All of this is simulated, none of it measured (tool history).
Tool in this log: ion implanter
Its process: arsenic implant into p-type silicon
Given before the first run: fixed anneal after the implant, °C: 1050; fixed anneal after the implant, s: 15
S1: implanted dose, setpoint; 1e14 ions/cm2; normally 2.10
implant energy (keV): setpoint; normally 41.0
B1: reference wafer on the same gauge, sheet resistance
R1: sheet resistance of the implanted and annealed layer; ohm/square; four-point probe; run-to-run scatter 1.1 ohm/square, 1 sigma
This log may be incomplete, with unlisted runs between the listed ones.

run 1 hour=0.0 | S1=2.10 implant_energy_(keV)=41.0 | B1=314.96 | R1=344.11
run 2 hour=214.1 | S1=2.10 implant_energy_(keV)=41.0 | B1=314.93 | R1=344.68
run 3 hour=239.4 | S1=2.10 implant_energy_(keV)=41.0 | B1=314.90 | R1=342.78
run 4 hour=305.0 | S1=2.10 implant_energy_(keV)=41.0 | B1=315.00 | R1=344.46
run 5 hour=333.2 | S1=2.10 implant_energy_(keV)=41.0 | B1=315.05 | R1=343.83
-- hour=348.6 gauge calibrated
run 6 hour=361.9 | S1=2.10 implant_energy_(keV)=41.0 | B1=314.97 | R1=344.23
run 7 hour=429.7 | S1=2.10 implant_energy_(keV)=41.0 | B1=315.08 | R1=344.73
-- hour=457.1 Faraday cup replaced and dose calibrated
run 8 hour=500.6 | S1=2.10 implant_energy_(keV)=47.0 | B1=314.89 | R1=337.82
run 9 hour=531.3 | S1=2.10 implant_energy_(keV)=41.0 | B1=315.02 | R1=344.64
run 10 hour=582.6 | S1=2.10 implant_energy_(keV)=41.0 | B1=315.04 | R1=344.23
run 11 hour=638.7 | S1=2.10 implant_energy_(keV)=41.0 | B1=315.01 | R1=342.45
-- hour=694.3 extraction supply calibrated
run 12 hour=731.0 | S1=2.10 implant_energy_(keV)=49.5 | B1=314.83 | R1=332.40
run 13 hour=776.0 | S1=2.10 implant_energy_(keV)=41.0 | B1=315.13 | R1=345.24
run 14 hour=821.8 | S1=2.10 implant_energy_(keV)=41.0 | B1=314.95 | R1=345.09
run 15 hour=872.9 | S1=1.53 implant_energy_(keV)=41.0 | B1=314.92 | R1=429.38
run 16 hour=919.5 | S1=2.10 implant_energy_(keV)=36.0 | B1=315.03 | R1=349.65
run 17 hour=986.9 | S1=2.58 implant_energy_(keV)=51.0 | B1=315.03 | R1=287.73
run 18 hour=1015.6 | S1=1.75 implant_energy_(keV)=34.0 | B1=315.27 | R1=404.02
run 19 hour=1079.4 | S1=2.34 implant_energy_(keV)=45.0 | B1=314.96 | R1=315.78
run 20 hour=1139.0 | S1=1.50 implant_energy_(keV)=35.0 | B1=315.06 | R1=448.72
-- hour=1154.6 Faraday cup replaced and dose calibrated
run 21 hour=1204.9 | S1=1.89 implant_energy_(keV)=55.0 | B1=315.08 | R1=354.02
run 22 hour=1267.1 | S1=2.38 implant_energy_(keV)=35.0 | B1=314.88 | R1=322.28
run 23 hour=1320.0 | S1=2.10 implant_energy_(keV)=34.5 | B1=315.08 | R1=353.63
run 24 hour=1353.8 | S1=1.52 implant_energy_(keV)=50.5 | B1=314.99 | R1=417.33
run 25 hour=1397.7 | S1=2.10 implant_energy_(keV)=41.0 | B1=314.95 | R1=343.84
run 26 hour=1425.4 | S1=1.86 implant_energy_(keV)=41.0 | B1=315.05 | R1=374.99
run 27 hour=1480.2 | S1=2.55 implant_energy_(keV)=31.0 | B1=314.78 | R1=310.73
run 28 hour=1549.4 | S1=1.49 implant_energy_(keV)=50.5 | B1=315.04 | R1=423.36
run 29 hour=1597.5 | S1=2.45 implant_energy_(keV)=29.0 | B1=314.72 | R1=322.89
run 30 hour=1631.8 | S1=2.10 implant_energy_(keV)=41.0 | B1=314.79 | R1=342.71
run 31 hour=1689.3 | S1=2.10 implant_energy_(keV)=41.0 | B1=314.95 | R1=343.84
run 32 hour=1755.6 | S1=2.64 implant_energy_(keV)=53.5 | B1=314.94 | R1=279.72
run 33 hour=1799.4 | S1=2.49 implant_energy_(keV)=53.0 | B1=315.13 | R1=294.03
run 34 hour=1826.0 | S1=2.43 implant_energy_(keV)=30.5 | B1=314.97 | R1=322.76
run 35 hour=1855.8 | S1=2.29 implant_energy_(keV)=29.5 | B1=315.28 | R1=336.73
-- hour=1902.5 Faraday cup replaced and dose calibrated
run 36 hour=1908.9 | S1=2.10 implant_energy_(keV)=41.0 | B1=315.08 | R1=343.92

Branching from run 36: 5 alternative next runs. What would each branch give?
run A hour=1909.3 | S1=2.10 implant_energy_(keV)=41.0 | B1=? | R1=?
run B hour=1909.3 | S1=2.45 implant_energy_(keV)=55.0 | B1=? | R1=?
run C hour=1909.3 | S1=1.82 implant_energy_(keV)=28.5 | B1=? | R1=?
run D hour=1909.3 | S1=1.51 implant_energy_(keV)=54.0 | B1=? | R1=?
run E hour=1909.3 | S1=1.92 implant_energy_(keV)=53.5 | B1=? | R1=?

run=A B1=315.01 R1=343.29
run=B B1=315.01 R1=293.67
run=C B1=315.01 R1=402.74
run=D B1=315.01 R1=414.04
run=E B1=315.01 R1=351.08
The same runs, with their run-to-run variation unchanged, on a tool lacking any hidden condition would have given:
run=A R1=343.29
run=B R1=293.67
run=C R1=402.74
run=D R1=414.04
run=E R1=351.08
